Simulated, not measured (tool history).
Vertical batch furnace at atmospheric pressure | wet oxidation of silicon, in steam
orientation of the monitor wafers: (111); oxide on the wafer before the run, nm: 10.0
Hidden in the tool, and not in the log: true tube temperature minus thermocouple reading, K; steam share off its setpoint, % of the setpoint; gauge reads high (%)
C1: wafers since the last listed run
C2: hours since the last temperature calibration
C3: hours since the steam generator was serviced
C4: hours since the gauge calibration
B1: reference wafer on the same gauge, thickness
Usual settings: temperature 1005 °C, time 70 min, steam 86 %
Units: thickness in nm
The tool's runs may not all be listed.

Run 1, hour 0: usual settings; C1 0; C2 2866.4; C3 2421.3; C4 113.7; B1 460.99. Result: thickness 439.05 nm.
Run 2, hour 26.8: usual settings; C1 276; C2 2893.2; C3 2448.1; C4 140.5; B1 460.95. Result: thickness 437.63 nm.
Run 3, hour 51: usual settings; C1 250; C2 2917.4; C3 2472.3; C4 164.7; B1 460.91. Result: thickness 437.62 nm.
Run 4, hour 66: usual settings but temperature 1020 °C; C1 155; C2 2932.4; C3 2487.3; C4 179.7; B1 460.95. Result: thickness 472.93 nm.
Run 5, hour 99.7: usual settings but temperature 1020 °C; C1 348; C2 2966.1; C3 2521; C4 213.4; B1 460.76. Result: thickness 473.12 nm.
Run 6, hour 123.6: usual settings but temperature 1020 °C; C1 246; C2 2990; C3 2544.9; C4 237.3; B1 461.23. Result: thickness 471.1 nm.
At hour 178: thermocouples replaced and temperature profile calibrated.
Run 7, hour 178.5: usual settings but time 47.5 min; C1 319; C2 0.5; C3 2599.8; C4 292.2; B1 460.94. Result: thickness 344.23 nm.
Run 8, hour 183.6: usual settings but time 47.5 min; C1 52; C2 5.6; C3 2604.9; C4 297.3; B1 460.98. Result: thickness 343.76 nm.
Run 9, hour 198.5: usual settings but time 47.5 min; C1 153; C2 20.5; C3 2619.8; C4 312.2; B1 460.78. Result: thickness 343.56 nm.
Run 10, hour 223.6: usual settings; C1 259; C2 45.6; C3 2644.9; C4 337.3; B1 460.89. Result: thickness 437.76 nm.
Run 11, hour 239.7: usual settings but temperature 1012 °C, steam 97 %; C1 166; C2 61.7; C3 2661; C4 353.4; B1 460.88. Result: thickness 487.29 nm.
Run 12, hour 254.1: usual settings but temperature 1015 °C, time 92 min, steam 90 %; C1 148; C2 76.1; C3 2675.4; C4 367.8; B1 460.8. Result: thickness 554.03 nm.
At hour 282.6: steam generator serviced.
Run 13, hour 283.1: usual settings but temperature 1021 °C, steam 97 %; C1 51; C2 105.1; C3 0.5; C4 396.8; B1 460.96. Result: thickness 537.62 nm.
At hour 288.6: gauge calibrated.
Run 14, hour 307: usual settings but time 88 min; C1 246; C2 129; C3 24.4; C4 18.4; B1 460.8. Result: thickness 527.51 nm.
Run 15, hour 335.3: usual settings; C1 292; C2 157.3; C3 52.7; C4 46.7; B1 460.94. Result: thickness 463.41 nm.
Run 16, hour 360.7: usual settings; C1 262; C2 182.7; C3 78.1; C4 72.1; B1 461.15. Result: thickness 460.35 nm.
Run 17, hour 389.9: usual settings but time 56.5 min, steam 79 %; C1 301; C2 211.9; C3 107.3; C4 101.3; B1 460.98. Result: thickness 384.39 nm.
Run 18, hour 418.9: usual settings but temperature 1024 °C, time 92.5 min, steam 91 %; C1 299; C2 240.9; C3 136.3; C4 130.3; B1 461.21. Result: thickness 612.88 nm.
Run 19, hour 445.9: usual settings but temperature 996 °C, time 93.5 min, steam 97 %; C1 279; C2 267.9; C3 163.3; C4 157.3; B1 461.18. Result: thickness 561.11 nm.
Run 20, hour 472.9: usual settings; C1 279; C2 294.9; C3 190.3; C4 184.3; B1 461.02. Result: thickness 459.87 nm.

Forecast each of these 4 alternatives for the next run:
Run A, hour 478.1: usual settings; C1 53; C2 300.1; C3 195.5; C4 189.5; B1 ?. Result: thickness ?.
Run B, hour 478.1: usual settings but temperature 997 °C, time 40.5 min, steam 96 %; C1 53; C2 300.1; C3 195.5; C4 189.5; B1 ?. Result: thickness ?.
Run C, hour 478.1: usual settings but temperature 991 °C, time 86.5 min, steam 74 %; C1 53; C2 300.1; C3 195.5; C4 189.5; B1 ?. Result: thickness ?.
Run D, hour 478.1: usual settings but time 89 min, steam 81 %; C1 53; C2 300.1; C3 195.5; C4 189.5; B1 ?. Result: thickness ?.

run      B1  thickness
  A  461.24     459.56
  B  461.24     335.29
  C  461.24     441.93
  D  461.24     511.82
Without the tool's hidden state the same runs would have given:
run  thickness
  A     462.39
  B     337.48
  C     444.72
  D     514.94
